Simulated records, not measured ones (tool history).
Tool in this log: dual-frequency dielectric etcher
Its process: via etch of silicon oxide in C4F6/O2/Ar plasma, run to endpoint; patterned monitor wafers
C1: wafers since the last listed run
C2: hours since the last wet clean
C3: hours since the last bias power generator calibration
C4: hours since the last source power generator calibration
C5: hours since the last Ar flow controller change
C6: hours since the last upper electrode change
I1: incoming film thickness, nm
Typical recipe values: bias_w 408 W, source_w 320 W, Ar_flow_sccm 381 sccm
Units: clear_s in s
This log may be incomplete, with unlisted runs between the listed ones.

{"run": 1, "hour": 0.0, "bias_w": 348, "source_w": 320, "Ar_flow_sccm": 450, "C1": 0, "C2": 570.6, "C3": 2622.2, "C4": 1419.6, "C5": 6175.3, "C6": 3307, "I1": 188.6, "clear_s": 55.9}
{"hour": 80.9, "done": "wet clean of the chamber"}
{"run": 2, "hour": 95.8, "bias_w": 408, "source_w": 350, "Ar_flow_sccm": 453, "C1": 536, "C2": 14.9, "C3": 2718, "C4": 1515.4, "C5": 6271.1, "C6": 3402.8, "I1": 188.8, "clear_s": 47.3}
{"run": 3, "hour": 229.8, "bias_w": 408, "source_w": 350, "Ar_flow_sccm": 453, "C1": 1001, "C2": 148.9, "C3": 2852, "C4": 1649.4, "C5": 6405.1, "C6": 3536.8, "I1": 189, "clear_s": 48.2}
{"run": 4, "hour": 276.9, "bias_w": 408, "source_w": 320, "Ar_flow_sccm": 381, "C1": 351, "C2": 196, "C3": 2899.1, "C4": 1696.5, "C5": 6452.2, "C6": 3583.9, "I1": 188.7, "clear_s": 49.4}
{"hour": 294.8, "done": "Ar flow controller replaced"}
{"run": 5, "hour": 347.0, "bias_w": 408, "source_w": 320, "Ar_flow_sccm": 445, "C1": 479, "C2": 266.1, "C3": 2969.2, "C4": 1766.6, "C5": 52.2, "C6": 3654, "I1": 190.6, "clear_s": 51.2}
{"run": 6, "hour": 387.8, "bias_w": 408, "source_w": 320, "Ar_flow_sccm": 445, "C1": 304, "C2": 306.9, "C3": 3010, "C4": 1807.4, "C5": 93, "C6": 3694.8, "I1": 190.1, "clear_s": 51.5}
{"run": 7, "hour": 424.6, "bias_w": 408, "source_w": 320, "Ar_flow_sccm": 445, "C1": 275, "C2": 343.7, "C3": 3046.8, "C4": 1844.2, "C5": 129.8, "C6": 3731.6, "I1": 191.2, "clear_s": 51.9}
{"run": 8, "hour": 547.9, "bias_w": 408, "source_w": 320, "Ar_flow_sccm": 381, "C1": 921, "C2": 467, "C3": 3170.1, "C4": 1967.5, "C5": 253.1, "C6": 3854.9, "I1": 189.4, "clear_s": 50.7}
{"run": 9, "hour": 610.2, "bias_w": 408, "source_w": 320, "Ar_flow_sccm": 381, "C1": 465, "C2": 529.3, "C3": 3232.4, "C4": 2029.8, "C5": 315.4, "C6": 3917.2, "I1": 189.9, "clear_s": 51.8}
{"run": 10, "hour": 677.9, "bias_w": 357, "source_w": 320, "Ar_flow_sccm": 291, "C1": 505, "C2": 597, "C3": 3300.1, "C4": 2097.5, "C5": 383.1, "C6": 3984.9, "I1": 190, "clear_s": 52.7}
{"hour": 730.6, "done": "wet clean of the chamber"}
{"run": 11, "hour": 731.1, "bias_w": 355, "source_w": 340, "Ar_flow_sccm": 325, "C1": 218, "C2": 0.5, "C3": 3353.3, "C4": 2150.7, "C5": 436.3, "C6": 4038.1, "I1": 189.6, "clear_s": 48.6}
{"run": 12, "hour": 777.6, "bias_w": 349, "source_w": 320, "Ar_flow_sccm": 304, "C1": 347, "C2": 47, "C3": 3399.8, "C4": 2197.2, "C5": 482.8, "C6": 4084.6, "I1": 189.7, "clear_s": 50.6}
{"run": 13, "hour": 817.0, "bias_w": 434, "source_w": 350, "Ar_flow_sccm": 318, "C1": 294, "C2": 86.4, "C3": 3439.2, "C4": 2236.6, "C5": 522.2, "C6": 4124, "I1": 189.4, "clear_s": 44.3}
{"hour": 920.3, "done": "source power generator calibrated"}
{"run": 14, "hour": 1090.8, "bias_w": 340, "source_w": 380, "Ar_flow_sccm": 381, "C1": 2016, "C2": 360.2, "C3": 3713, "C4": 170.5, "C5": 796, "C6": 4397.8, "I1": 189.7, "clear_s": 48.4}
{"run": 15, "hour": 1155.7, "bias_w": 508, "source_w": 370, "Ar_flow_sccm": 381, "C1": 485, "C2": 425.1, "C3": 3777.9, "C4": 235.4, "C5": 860.9, "C6": 4462.7, "I1": 188.1, "clear_s": 41.7}
{"run": 16, "hour": 1260.0, "bias_w": 408, "source_w": 320, "Ar_flow_sccm": 445, "C1": 779, "C2": 529.4, "C3": 3882.2, "C4": 339.7, "C5": 965.2, "C6": 4567, "I1": 187.5, "clear_s": 51}
{"hour": 1313.5, "done": "upper electrode replaced"}
{"hour": 1327.2, "done": "bias power generator calibrated"}
{"hour": 1332.2, "done": "wet clean of the chamber"}
{"run": 17, "hour": 1340.8, "bias_w": 472, "source_w": 320, "Ar_flow_sccm": 381, "C1": 357, "C2": 8.6, "C3": 13.6, "C4": 420.5, "C5": 1046, "C6": 27.3, "I1": 189.8, "clear_s": 46.3}
{"run": 18, "hour": 1401.8, "bias_w": 408, "source_w": 340, "Ar_flow_sccm": 454, "C1": 455, "C2": 69.6, "C3": 74.6, "C4": 481.5, "C5": 1107, "C6": 88.3, "I1": 190.9, "clear_s": 48.9}
{"run": 19, "hour": 1438.7, "bias_w": 408, "source_w": 320, "Ar_flow_sccm": 381, "C1": 275, "C2": 106.5, "C3": 111.5, "C4": 518.4, "C5": 1143.9, "C6": 125.2, "I1": 190.1, "clear_s": 49.3}
{"run": 20, "hour": 1517.1, "bias_w": 408, "source_w": 320, "Ar_flow_sccm": 290, "C1": 585, "C2": 184.9, "C3": 189.9, "C4": 596.8, "C5": 1222.3, "C6": 203.6, "I1": 188.9, "clear_s": 47.3}
{"run": 21, "hour": 1588.7, "bias_w": 408, "source_w": 390, "Ar_flow_sccm": 381, "C1": 535, "C2": 256.5, "C3": 261.5, "C4": 668.4, "C5": 1293.9, "C6": 275.2, "I1": 188.4, "clear_s": 44.5}
{"run": 22, "hour": 1642.2, "bias_w": 332, "source_w": 400, "Ar_flow_sccm": 355, "C1": 399, "C2": 310, "C3": 315, "C4": 721.9, "C5": 1347.4, "C6": 328.7, "I1": 189.8, "clear_s": 47.4}
{"run": 23, "hour": 1723.4, "bias_w": 466, "source_w": 320, "Ar_flow_sccm": 331, "C1": 606, "C2": 391.2, "C3": 396.2, "C4": 803.1, "C5": 1428.6, "C6": 409.9, "I1": 188.5, "clear_s": 46.8}
{"run": 24, "hour": 1825.1, "bias_w": 357, "source_w": 260, "Ar_flow_sccm": 324, "C1": 760, "C2": 492.9, "C3": 497.9, "C4": 904.8, "C5": 1530.3, "C6": 511.6, "I1": 188.4, "clear_s": 60.2}
{"run": 25, "hour": 1865.1, "bias_w": 373, "source_w": 290, "Ar_flow_sccm": 442, "C1": 298, "C2": 532.9, "C3": 537.9, "C4": 944.8, "C5": 1570.3, "C6": 551.6, "I1": 188.8, "clear_s": 57}
{"hour": 1927.5, "done": "wet clean of the chamber"}
{"run": 26, "hour": 1928.0, "bias_w": 408, "source_w": 320, "Ar_flow_sccm": 381, "C1": 290, "C2": 0.5, "C3": 600.8, "C4": 1007.7, "C5": 1633.2, "C6": 614.5, "I1": 189.6, "clear_s": 48.3}
{"run": 27, "hour": 2003.9, "bias_w": 482, "source_w": 320, "Ar_flow_sccm": 434, "C1": 567, "C2": 76.4, "C3": 676.7, "C4": 1083.6, "C5": 1709.1, "C6": 690.4, "I1": 190.3, "clear_s": 46.8}
{"run": 28, "hour": 2053.8, "bias_w": 504, "source_w": 260, "Ar_flow_sccm": 381, "C1": 372, "C2": 126.3, "C3": 726.6, "C4": 1133.5, "C5": 1759, "C6": 740.3, "I1": 191.1, "clear_s": 51.2}

Across each entry between runs, compare the hidden state at the last listed run before it with the hidden state at the first listed run after it:
After run 1, before run 2: wet clean of the chamber (hour 80.9)
  etch rate over this chamber's usual, %: -5.26 -> -0.65
  the result without the hidden state subtracted from the measured one, clear_s: +2.9 -> +0.3 s
After run 4, before run 5: Ar flow controller replaced (hour 294.8)
  etch rate over this chamber's usual, %: -2.28 -> -2.91
  the result without the hidden state subtracted from the measured one, clear_s: +1.2 -> +1.5 s
After run 10, before run 11: wet clean of the chamber (hour 730.6)
  etch rate over this chamber's usual, %: -5.89 -> 0.47
  the result without the hidden state subtracted from the measured one, clear_s: +3.1 -> -0.2 s
After run 13, before run 14: source power generator calibrated (hour 920.3)
  etch rate over this chamber's usual, %: -0.303 -> -2.77
  the result without the hidden state subtracted from the measured one, clear_s: +0.1 -> +1.4 s
After run 16, before run 17: upper electrode replaced (hour 1313.5); bias power generator calibrated (hour 1327.2); wet clean of the chamber (hour 1332.2)
  etch rate over this chamber's usual, %: -4.29 -> -0.0845
  the result without the hidden state subtracted from the measured one, clear_s: +2.1 -> +0 s
After run 25, before run 26: wet clean of the chamber (hour 1927.5)
  etch rate over this chamber's usual, %: -4.8 -> 0.0204
  the result without the hidden state subtracted from the measured one, clear_s: +2.8 -> +0 s

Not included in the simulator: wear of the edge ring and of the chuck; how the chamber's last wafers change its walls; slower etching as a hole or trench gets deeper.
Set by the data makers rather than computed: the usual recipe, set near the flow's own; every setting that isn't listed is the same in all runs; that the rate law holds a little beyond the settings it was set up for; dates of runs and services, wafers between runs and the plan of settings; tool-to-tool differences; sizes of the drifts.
